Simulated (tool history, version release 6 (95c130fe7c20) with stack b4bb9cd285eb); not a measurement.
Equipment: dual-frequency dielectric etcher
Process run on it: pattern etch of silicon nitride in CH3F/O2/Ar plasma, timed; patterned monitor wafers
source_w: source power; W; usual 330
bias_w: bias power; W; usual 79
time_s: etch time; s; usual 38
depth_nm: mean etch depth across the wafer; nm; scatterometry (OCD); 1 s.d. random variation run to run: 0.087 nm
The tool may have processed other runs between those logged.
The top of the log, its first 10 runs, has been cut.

run    hour  source_w  bias_w  time_s  read-back reference wafer on the same gauge, depth_nm  depth_nm
 11   734.3       330      92    42.5                                                  25.98     32.98
 12     829       330      79      38                                                  26.01     27.74
 13   933.5       310      90      47                                                     26     35.66
      941.4  -- source power generator calibrated
 14    1037       330      79      38                                                  26.04      27.8
 15  1125.2       330      79      38                                                  25.98     27.86
     1195.7  -- wet clean of the chamber
 16  1227.1       380      62    27.5                                                  26.01     19.07
 17  1266.6       310      79      43                                                  26.01     30.81
     1328.5  -- bias power generator calibrated
     1338.2  -- upper electrode replaced
 18  1338.8       330      72      31                                                  25.98     21.64
 19  1387.7       280      98      38                                                  25.99     28.66
 20  1460.7       330      79      38                                                  25.98     27.77
 21  1522.1       370      64      27                                                     26     18.99
 22  1608.8       330      64      35                                                  26.01     23.35
 23  1657.4       330      79      38                                                     26     27.73
     1777.8  -- wet clean of the chamber
 24  1778.3       250      79      38                                                     26     25.06
 25  1846.7       330      70      38                                                  25.97     26.33
 26    1907       330      60      32                                                  26.03     20.77

Predict the results of run 27:
 27  2006.8       330      79      38                                                      ?         ?

Run 27 came out at read-back reference wafer on the same gauge, depth_nm 26.02, depth_nm 27.85 nm.
Minus the tool's unlogged condition, the same run would have read depth_nm 27.85 nm.
